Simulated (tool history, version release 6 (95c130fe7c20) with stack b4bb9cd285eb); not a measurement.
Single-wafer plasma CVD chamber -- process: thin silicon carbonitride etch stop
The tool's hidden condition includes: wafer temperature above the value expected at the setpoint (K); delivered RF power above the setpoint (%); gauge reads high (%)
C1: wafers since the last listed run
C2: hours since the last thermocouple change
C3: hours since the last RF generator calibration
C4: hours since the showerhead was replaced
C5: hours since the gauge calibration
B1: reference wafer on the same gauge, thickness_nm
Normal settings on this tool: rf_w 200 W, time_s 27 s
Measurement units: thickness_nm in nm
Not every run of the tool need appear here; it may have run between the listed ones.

Run 1, hour 0: usual settings; C1 0; C2 2205.8; C3 1852.7; C4 8418.3; C5 162.6; B1 12.613. Result: thickness_nm 13.769 nm.
Run 2, hour 29.4: usual settings; C1 604; C2 2235.2; C3 1882.1; C4 8447.7; C5 192; B1 12.603. Result: thickness_nm 13.692 nm.
Run 3, hour 39.6: usual settings; C1 209; C2 2245.4; C3 1892.3; C4 8457.9; C5 202.2; B1 12.605. Result: thickness_nm 13.704 nm.
Run 4, hour 51.4: usual settings but rf_w 215 W; C1 242; C2 2257.2; C3 1904.1; C4 8469.7; C5 214; B1 12.606. Result: thickness_nm 13.904 nm.
Run 5, hour 59.8: usual settings but rf_w 225 W; C1 172; C2 2265.6; C3 1912.5; C4 8478.1; C5 222.4; B1 12.59. Result: thickness_nm 14.19 nm.
Run 6, hour 66.8: usual settings but rf_w 225 W; C1 143; C2 2272.6; C3 1919.5; C4 8485.1; C5 229.4; B1 12.609. Result: thickness_nm 14.181 nm.
Run 7, hour 82.9: usual settings; C1 331; C2 2288.7; C3 1935.6; C4 8501.2; C5 245.5; B1 12.596. Result: thickness_nm 13.788 nm.
Run 8, hour 100.8: usual settings; C1 368; C2 2306.6; C3 1953.5; C4 8519.1; C5 263.4; B1 12.594. Result: thickness_nm 13.824 nm.
Run 9, hour 115.4: usual settings; C1 300; C2 2321.2; C3 1968.1; C4 8533.7; C5 278; B1 12.587. Result: thickness_nm 13.72 nm.
Run 10, hour 129: usual settings; C1 279; C2 2334.8; C3 1981.7; C4 8547.3; C5 291.6; B1 12.599. Result: thickness_nm 13.795 nm.
At hour 147.8: gauge calibrated.
Run 11, hour 148.5: usual settings; C1 401; C2 2354.3; C3 2001.2; C4 8566.8; C5 0.7; B1 12.603. Result: thickness_nm 13.762 nm.
Run 12, hour 162.9: usual settings; C1 296; C2 2368.7; C3 2015.6; C4 8581.2; C5 15.1; B1 12.6. Result: thickness_nm 13.736 nm.
At hour 182.1: RF generator calibrated.
Run 13, hour 182.6: usual settings; C1 240; C2 2388.4; C3 0.5; C4 8600.9; C5 34.8; B1 12.596. Result: thickness_nm 13.816 nm.
Run 14, hour 191.8: usual settings; C1 189; C2 2397.6; C3 9.7; C4 8610.1; C5 44; B1 12.6. Result: thickness_nm 13.733 nm.
Run 15, hour 207.9: usual settings; C1 331; C2 2413.7; C3 25.8; C4 8626.2; C5 60.1; B1 12.604. Result: thickness_nm 13.765 nm.
Run 16, hour 221.6: usual settings; C1 281; C2 2427.4; C3 39.5; C4 8639.9; C5 73.8; B1 12.609. Result: thickness_nm 13.766 nm.
Run 17, hour 238.3: usual settings but rf_w 210 W, time_s 22.1 s; C1 343; C2 2444.1; C3 56.2; C4 8656.6; C5 90.5; B1 12.605. Result: thickness_nm 11.413 nm.
Run 18, hour 250.9: usual settings but rf_w 175 W; C1 259; C2 2456.7; C3 68.8; C4 8669.2; C5 103.1; B1 12.6. Result: thickness_nm 13.379 nm.
Run 19, hour 272.7: usual settings but rf_w 185 W, time_s 25 s; C1 448; C2 2478.5; C3 90.6; C4 8691; C5 124.9; B1 12.602. Result: thickness_nm 12.472 nm.
Run 20, hour 289.5: usual settings but rf_w 235 W, time_s 25.1 s; C1 345; C2 2495.3; C3 107.4; C4 8707.8; C5 141.7; B1 12.585. Result: thickness_nm 13.211 nm.
At hour 298.6: thermocouple changed; heater temperature recalibrated.
Run 21, hour 299.1: usual settings but rf_w 230 W, time_s 22.7 s; C1 32; C2 0.5; C3 117; C4 8717.4; C5 151.3; B1 12.604. Result: thickness_nm 11.922 nm.
Run 22, hour 308.1: usual settings but rf_w 215 W, time_s 24.4 s; C1 185; C2 9.5; C3 126; C4 8726.4; C5 160.3; B1 12.588. Result: thickness_nm 12.663 nm.
At hour 330.4: showerhead replaced.
Run 23, hour 330.9: usual settings but rf_w 165 W, time_s 31.8 s; C1 304; C2 32.3; C3 148.8; C4 0.5; C5 183.1; B1 12.588. Result: thickness_nm 15.404 nm.
Run 24, hour 339.7: usual settings; C1 181; C2 41.1; C3 157.6; C4 9.3; C5 191.9; B1 12.595. Result: thickness_nm 13.765 nm.
Run 25, hour 356.1: usual settings but rf_w 220 W, time_s 31.4 s; C1 337; C2 57.5; C3 174; C4 25.7; C5 208.3; B1 12.597. Result: thickness_nm 16.322 nm.
Run 26, hour 367.4: usual settings; C1 232; C2 68.8; C3 185.3; C4 37; C5 219.6; B1 12.596. Result: thickness_nm 13.725 nm.
Run 27, hour 377.6: usual settings but rf_w 185 W, time_s 29.9 s; C1 209; C2 79; C3 195.5; C4 47.2; C5 229.8; B1 12.614. Result: thickness_nm 14.996 nm.
Run 28, hour 394.4: usual settings but rf_w 220 W, time_s 28.5 s; C1 345; C2 95.8; C3 212.3; C4 64; C5 246.6; B1 12.602. Result: thickness_nm 14.946 nm.
At hour 409.5: gauge calibrated.
Run 29, hour 410.4: usual settings but rf_w 230 W, time_s 22.3 s; C1 329; C2 111.8; C3 228.3; C4 80; C5 0.9; B1 12.608. Result: thickness_nm 11.835 nm.
Run 30, hour 422.4: usual settings but rf_w 165 W; C1 246; C2 123.8; C3 240.3; C4 92; C5 12.9; B1 12.585. Result: thickness_nm 13.014 nm.
Run 31, hour 437.7: usual settings but rf_w 160 W, time_s 22 s; C1 314; C2 139.1; C3 255.6; C4 107.3; C5 28.2; B1 12.577. Result: thickness_nm 10.642 nm.

For run 32, what comes out?
Run 32, hour 449.3: usual settings; C1 238; C2 150.7; C3 267.2; C4 118.9; C5 39.8; B1 ?. Result: thickness_nm ?.

For run 32 the tool returned B1 12.594, thickness_nm 13.73 nm.
If the tool had no hidden condition, the same run with the same run-to-run variation would have returned thickness_nm 13.73 nm.
